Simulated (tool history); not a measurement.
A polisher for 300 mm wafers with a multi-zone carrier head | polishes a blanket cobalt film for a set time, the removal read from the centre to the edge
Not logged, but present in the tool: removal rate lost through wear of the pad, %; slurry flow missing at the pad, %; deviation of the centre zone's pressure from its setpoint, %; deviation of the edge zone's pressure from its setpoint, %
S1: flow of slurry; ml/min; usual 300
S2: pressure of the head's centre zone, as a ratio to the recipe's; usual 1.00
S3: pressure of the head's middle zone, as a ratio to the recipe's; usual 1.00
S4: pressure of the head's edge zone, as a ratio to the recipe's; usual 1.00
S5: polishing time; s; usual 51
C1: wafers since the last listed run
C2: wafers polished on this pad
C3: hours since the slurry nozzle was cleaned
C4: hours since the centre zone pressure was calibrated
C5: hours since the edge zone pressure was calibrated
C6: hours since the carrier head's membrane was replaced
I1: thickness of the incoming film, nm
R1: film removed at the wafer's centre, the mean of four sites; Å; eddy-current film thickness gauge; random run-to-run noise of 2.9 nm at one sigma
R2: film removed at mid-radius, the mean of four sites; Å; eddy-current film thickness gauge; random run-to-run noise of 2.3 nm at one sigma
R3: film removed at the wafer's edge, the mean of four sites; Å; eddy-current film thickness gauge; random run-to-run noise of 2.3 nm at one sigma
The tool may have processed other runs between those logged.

{"run": 1, "hour": 0.0, "S1": 370, "S2": 1.0, "S3": 1.0, "S4": 1.0, "S5": 51, "C1": 0, "C2": 4653, "C3": 554.0, "C4": 194.4, "C5": 63.1, "C6": 1407.9, "I1": 1442.8, "R1": 1995, "R2": 1986, "R3": 2008}
{"hour": 7.9, "done": "worn pad replaced by a new one"}
{"run": 2, "hour": 46.1, "S1": 300, "S2": 1.0, "S3": 0.95, "S4": 0.93, "S5": 51, "C1": 328, "C2": 297, "C3": 600.1, "C4": 240.5, "C5": 109.2, "C6": 1454.0, "I1": 1460.5, "R1": 1922, "R2": 1808, "R3": 1845}
{"run": 3, "hour": 105.7, "S1": 300, "S2": 1.0, "S3": 0.88, "S4": 1.0, "S5": 51, "C1": 464, "C2": 762, "C3": 659.7, "C4": 300.1, "C5": 168.8, "C6": 1513.6, "I1": 1435.1, "R1": 1857, "R2": 1688, "R3": 1918}
{"hour": 197.3, "done": "slurry nozzle cleaned"}
{"run": 4, "hour": 206.4, "S1": 300, "S2": 1.0, "S3": 0.94, "S4": 0.97, "S5": 51, "C1": 777, "C2": 1539, "C3": 9.1, "C4": 400.8, "C5": 269.5, "C6": 1614.3, "I1": 1456.3, "R1": 1995, "R2": 1956, "R3": 1995}
{"run": 5, "hour": 302.8, "S1": 300, "S2": 1.0, "S3": 0.91, "S4": 1.0, "S5": 51, "C1": 751, "C2": 2290, "C3": 105.5, "C4": 497.2, "C5": 365.9, "C6": 1710.7, "I1": 1473.0, "R1": 2018, "R2": 1847, "R3": 1999}
{"run": 6, "hour": 393.3, "S1": 300, "S2": 1.05, "S3": 0.96, "S4": 0.89, "S5": 51, "C1": 705, "C2": 2995, "C3": 196.0, "C4": 587.7, "C5": 456.4, "C6": 1801.2, "I1": 1451.8, "R1": 2132, "R2": 1959, "R3": 1959}
{"hour": 430.7, "done": "centre zone pressure recalibrated"}
{"hour": 484.6, "done": "carrier head's membrane replaced by a new one"}
{"run": 7, "hour": 488.5, "S1": 375, "S2": 1.0, "S3": 1.0, "S4": 1.0, "S5": 58, "C1": 687, "C2": 3683, "C3": 291.2, "C4": 57.8, "C5": 551.6, "C6": 3.9, "I1": 1429.8, "R1": 2358, "R2": 2308, "R3": 2314}
{"run": 8, "hour": 548.1, "S1": 300, "S2": 1.0, "S3": 1.0, "S4": 1.0, "S5": 51, "C1": 464, "C2": 4147, "C3": 350.8, "C4": 117.4, "C5": 611.2, "C6": 63.5, "I1": 1421.4, "R1": 2013, "R2": 1990, "R3": 1999}
{"run": 9, "hour": 601.6, "S1": 300, "S2": 1.06, "S3": 0.97, "S4": 1.0, "S5": 35, "C1": 416, "C2": 4564, "C3": 404.3, "C4": 170.9, "C5": 664.7, "C6": 117.0, "I1": 1458.3, "R1": 1446, "R2": 1329, "R3": 1365}
{"run": 10, "hour": 653.2, "S1": 300, "S2": 1.0, "S3": 1.0, "S4": 1.0, "S5": 51, "C1": 402, "C2": 4967, "C3": 455.9, "C4": 222.5, "C5": 716.3, "C6": 168.6, "I1": 1424.2, "R1": 1991, "R2": 1988, "R3": 1970}
{"hour": 739.9, "done": "edge zone pressure recalibrated"}
{"run": 11, "hour": 750.3, "S1": 360, "S2": 1.07, "S3": 1.05, "S4": 1.04, "S5": 51, "C1": 741, "C2": 5708, "C3": 553.0, "C4": 319.6, "C5": 10.4, "C6": 265.7, "I1": 1455.6, "R1": 2074, "R2": 2050, "R3": 2051}
{"hour": 779.6, "done": "worn pad replaced by a new one"}
{"run": 12, "hour": 826.6, "S1": 300, "S2": 1.09, "S3": 1.0, "S4": 0.94, "S5": 51, "C1": 563, "C2": 366, "C3": 629.3, "C4": 395.9, "C5": 86.7, "C6": 342.0, "I1": 1468.2, "R1": 2070, "R2": 1907, "R3": 1859}
{"run": 13, "hour": 909.1, "S1": 300, "S2": 1.0, "S3": 1.0, "S4": 1.0, "S5": 51, "C1": 643, "C2": 1009, "C3": 711.8, "C4": 478.4, "C5": 169.2, "C6": 424.5, "I1": 1445.4, "R1": 1853, "R2": 1858, "R3": 1886}
{"hour": 948.9, "done": "slurry nozzle cleaned"}
{"run": 14, "hour": 1011.8, "S1": 360, "S2": 1.03, "S3": 1.07, "S4": 1.0, "S5": 51, "C1": 792, "C2": 1801, "C3": 62.9, "C4": 581.1, "C5": 271.9, "C6": 527.2, "I1": 1466.8, "R1": 2099, "R2": 2169, "R3": 2060}
{"run": 15, "hour": 1103.4, "S1": 300, "S2": 1.0, "S3": 1.0, "S4": 1.0, "S5": 51, "C1": 713, "C2": 2515, "C3": 154.5, "C4": 672.7, "C5": 363.5, "C6": 618.8, "I1": 1422.2, "R1": 2046, "R2": 2039, "R3": 2000}
{"hour": 1107.6, "done": "centre zone pressure recalibrated"}
{"run": 16, "hour": 1179.2, "S1": 235, "S2": 1.0, "S3": 1.0, "S4": 1.0, "S5": 60, "C1": 575, "C2": 3091, "C3": 230.3, "C4": 71.6, "C5": 439.3, "C6": 694.6, "I1": 1454.3, "R1": 2316, "R2": 2261, "R3": 2319}
{"run": 17, "hour": 1260.2, "S1": 375, "S2": 0.9, "S3": 1.0, "S4": 1.0, "S5": 51, "C1": 631, "C2": 3722, "C3": 311.3, "C4": 152.6, "C5": 520.3, "C6": 775.6, "I1": 1450.4, "R1": 1857, "R2": 2058, "R3": 2012}
{"run": 18, "hour": 1325.9, "S1": 300, "S2": 0.88, "S3": 1.09, "S4": 1.12, "S5": 51, "C1": 512, "C2": 4234, "C3": 377.0, "C4": 218.3, "C5": 586.0, "C6": 841.3, "I1": 1440.2, "R1": 1796, "R2": 2114, "R3": 2070}
{"run": 19, "hour": 1368.0, "S1": 300, "S2": 1.0, "S3": 1.0, "S4": 1.0, "S5": 51, "C1": 328, "C2": 4562, "C3": 419.1, "C4": 260.4, "C5": 628.1, "C6": 883.4, "I1": 1451.4, "R1": 1997, "R2": 1953, "R3": 1990}
{"hour": 1389.5, "done": "worn pad replaced by a new one"}
{"hour": 1463.6, "done": "edge zone pressure recalibrated"}
{"run": 20, "hour": 1467.9, "S1": 245, "S2": 1.0, "S3": 1.0, "S4": 1.05, "S5": 51, "C1": 731, "C2": 595, "C3": 519.0, "C4": 360.3, "C5": 4.3, "C6": 983.3, "I1": 1443.4, "R1": 1856, "R2": 1934, "R3": 1961}
{"run": 21, "hour": 1544.4, "S1": 360, "S2": 1.03, "S3": 1.07, "S4": 1.0, "S5": 51, "C1": 596, "C2": 1192, "C3": 595.5, "C4": 436.8, "C5": 80.8, "C6": 1059.8, "I1": 1454.0, "R1": 2104, "R2": 2066, "R3": 1990}
{"run": 22, "hour": 1597.6, "S1": 400, "S2": 1.03, "S3": 0.89, "S4": 1.0, "S5": 51, "C1": 414, "C2": 1606, "C3": 648.7, "C4": 490.0, "C5": 134.0, "C6": 1113.0, "I1": 1437.7, "R1": 1996, "R2": 1771, "R3": 2008}
{"run": 23, "hour": 1693.9, "S1": 300, "S2": 1.09, "S3": 0.95, "S4": 1.0, "S5": 51, "C1": 750, "C2": 2357, "C3": 745.0, "C4": 586.3, "C5": 230.3, "C6": 1209.3, "I1": 1441.4, "R1": 1974, "R2": 1734, "R3": 1842}

For each entry between runs, how does the tool's hidden state at the last listed run before it compare with that at the first listed run after it?
From run 1 to run 2: worn pad replaced by a new one (hour 7.9)
  slurry flow missing at the pad, %: 29.7 -> 34
  what was measured, less what the result would be without the hidden state, R1: -85 -> -128 Å; R2: -76 -> -108 Å; R3: -59 -> -82 Å
From run 3 to run 4: slurry nozzle cleaned (hour 197.3)
  slurry flow missing at the pad, %: 40.2 -> 1.19
  what was measured, less what the result would be without the hidden state, R1: -166 -> -3 Å; R2: -134 -> -3 Å; R3: -113 -> -2 Å
From run 6 to run 7: centre zone pressure recalibrated (hour 430.7); carrier head's membrane replaced by a new one (hour 484.6)
  slurry flow missing at the pad, %: 4.32 -> 8.12
  what was measured, less what the result would be without the hidden state, R1: -12 -> -20 Å; R2: -9 -> -18 Å; R3: -7 -> -13 Å
From run 10 to run 11: edge zone pressure recalibrated (hour 739.9)
  slurry flow missing at the pad, %: 18.2 -> 26.2
  what was measured, less what the result would be without the hidden state, R1: -55 -> -76 Å; R2: -49 -> -67 Å; R3: -37 -> -52 Å
From run 11 to run 12: worn pad replaced by a new one (hour 779.6)
  slurry flow missing at the pad, %: 26.2 -> 33.6
  what was measured, less what the result would be without the hidden state, R1: -76 -> -135 Å; R2: -67 -> -111 Å; R3: -52 -> -81 Å
From run 13 to run 14: slurry nozzle cleaned (hour 948.9)
  slurry flow missing at the pad, %: 42.6 -> 3.53
  what was measured, less what the result would be without the hidden state, R1: -185 -> -7 Å; R2: -165 -> -7 Å; R3: -124 -> -5 Å
From run 15 to run 16: centre zone pressure recalibrated (hour 1107.6)
  slurry flow missing at the pad, %: 5.16 -> 7.55
  what was measured, less what the result would be without the hidden state, R1: -14 -> -30 Å; R2: -12 -> -26 Å; R3: -9 -> -20 Å
From run 19 to run 20: worn pad replaced by a new one (hour 1389.5); edge zone pressure recalibrated (hour 1463.6)
  slurry flow missing at the pad, %: 17.6 -> 25.2
  what was measured, less what the result would be without the hidden state, R1: -52 -> -99 Å; R2: -46 -> -91 Å; R3: -35 -> -69 Å

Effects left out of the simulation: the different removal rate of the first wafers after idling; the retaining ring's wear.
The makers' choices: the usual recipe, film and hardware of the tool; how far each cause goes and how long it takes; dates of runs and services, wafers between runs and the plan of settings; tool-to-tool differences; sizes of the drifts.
